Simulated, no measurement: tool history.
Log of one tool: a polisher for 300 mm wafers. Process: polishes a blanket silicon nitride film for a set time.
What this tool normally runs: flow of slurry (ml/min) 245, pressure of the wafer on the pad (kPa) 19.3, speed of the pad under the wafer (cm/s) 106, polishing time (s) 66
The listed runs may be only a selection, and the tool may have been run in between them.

run     day  flow of slurry (ml/min)  pressure of the wafer on the pad (kPa)  speed of the pad under the wafer (cm/s)  polishing time (s)  wafers since the last listed run  wafers polished on this pad  hours since the slurry nozzle was cleaned  hours since the head pressure was calibrated  incoming thickness of the incoming film, nm  film removed (Å)
  1       0                      245                                    19.3                                      106                  66                                 0                          195                                      185.6                                        1270.4                                        824.3               982
  2   1.279                      245                                    19.3                                      106                  66                               346                          542                                      216.3                                        1301.1                                        809.4               979
  3   1.996                      245                                    19.3                                      106                  66                               194                          736                                      233.5                                        1318.3                                        811.9               969
  4   2.812                      245                                    19.3                                      134                  60                               221                          958                                      253.1                                        1337.9                                          810              1081
  5   3.792                      245                                    19.3                                      134                  60                               265                         1223                                      276.6                                        1361.4                                        816.9              1074
  6   4.704                      245                                    19.3                                      106                  66                               247                         1471                                      298.5                                        1383.3                                          807               968
  7    5.25                      245                                    21.4                                      106                  66                               148                         1619                                      311.6                                        1396.4                                        808.3              1076
  8   5.867                      245                                    21.4                                      106                  66                               167                         1786                                      326.4                                        1411.2                                        801.6              1082
  9   6.733                      245                                    19.3                                      106                  66                               235                         2021                                      347.2                                          1432                                        801.5               978
      7.371  -- head pressure recalibrated
 10   7.392                      180                                    19.3                                      106                  66                               155                         2177                                        363                                           0.5                                        824.1               959
      8.196  -- worn pad replaced by a new one
 11   8.333                      245                                    19.3                                      106                  66                               210                           37                                      385.6                                          23.1                                        810.3               970
 12   8.854                      245                                    19.3                                      106                  66                               141                          178                                      398.1                                          35.6                                        804.5               964
 13   9.362                      245                                    19.3                                       80                  66                               137                          316                                      410.3                                          47.8                                        817.8               786
 14  10.158                      245                                    19.3                                       80                  66                               215                          531                                      429.4                                          66.9                                        802.2               775
 15  11.058                      245                                    19.3                                      106                  66                               244                          776                                        451                                          88.5                                        794.1               981
 16   12.25                      245                                    19.3                                      106                  66                               323                         1099                                      479.6                                         117.1                                        811.5               984
 17    13.6                      325                                    22.1                                      106                  66                               366                         1465                                        512                                         149.5                                        802.7              1127
 18  14.346                      245                                    15.9                                      106                  74                               202                         1667                                      529.9                                         167.4                                        818.5               920
 19  15.238                      275                                    19.3                                      124                  66                               241                         1909                                      551.3                                         188.8                                        820.7              1106
 20  16.038                      275                                    19.3                                      106                  66                               216                         2126                                      570.5                                           208                                        814.9               988
 21  16.971                      245                                    19.3                                      106                  66                               253                         2379                                      592.9                                         230.4                                        817.2               996
     17.771  -- worn pad replaced by a new one
 22   18.55                      245                                    24.1                                      106                  66                               383                          211                                      630.8                                         268.3                                        804.8              1185
     19.133  -- slurry nozzle cleaned
 23  19.508                      245                                    15.9                                      106                  66                               248                          460                                          9                                         291.3                                          814               826
 24  20.192                      245                                    19.3                                      106                  56                               185                          645                                       25.4                                         307.7                                        827.1               827
 25  20.833                      245                                    13.1                                      106                  66                               174                          819                                       40.8                                         323.1                                        808.2               700
 26  24.504                      245                                    19.3                                      106                  66                               995                         1814                                      128.9                                         411.2                                        804.3               986
 27  25.546                      205                                    19.3                                       72                  50                               282                         2097                                      153.9                                         436.2                                          815               533
 28  26.192                      245                                    19.3                                       84                  66                               175                         2272                                      169.4                                         451.7                                        801.3               808
 29  26.742                      245                                    19.3                                      106                  79                               149                         2421                                      182.6                                         464.9                                        811.4              1184
      27.55  -- worn pad replaced by a new one
 30  27.592                      245                                    19.3                                       74                  66                               185                           11                                        203                                         485.3                                        815.1               732
 31   28.15                      160                                    19.3                                      106                  66                               151                          163                                      216.4                                         498.7                                        810.3               945
 32  28.829                      245                                    16.5                                      106                  66                               184                          347                                      232.7                                           515                                        817.7               856
 33  29.988                      245                                    25.5                                      106                  66                               314                          661                                      260.5                                         542.8                                        806.4              1265
 34  34.083                      245                                    19.3                                      106                  86                              1110                         1772                                      358.8                                         641.1                                        803.7              1287
 35  35.217                      275                                    19.3                                      124                  66                               307                         2079                                        386                                         668.3                                        803.7              1127
 36  35.738                      245                                    19.3                                      106                  66                               141                         2220                                      398.5                                         680.8                                          805               988
     36.167  -- worn pad replaced by a new one
 37  36.812                      270                                    19.3                                      106                  46                               246                          175                                      424.3                                         706.6                                        806.9               697
 38  37.883                      320                                    13.8                                       80                  66                               290                          465                                        450                                         732.3                                        799.5               595

Give the tool's hidden conditions for every run:
removal rate lost through wear of the pad, %: 0 across all the runs
slurry flow missing at the pad, %: 0 across all the runs
deviation of the head's pressure from its setpoint, %: 0 across all the runs
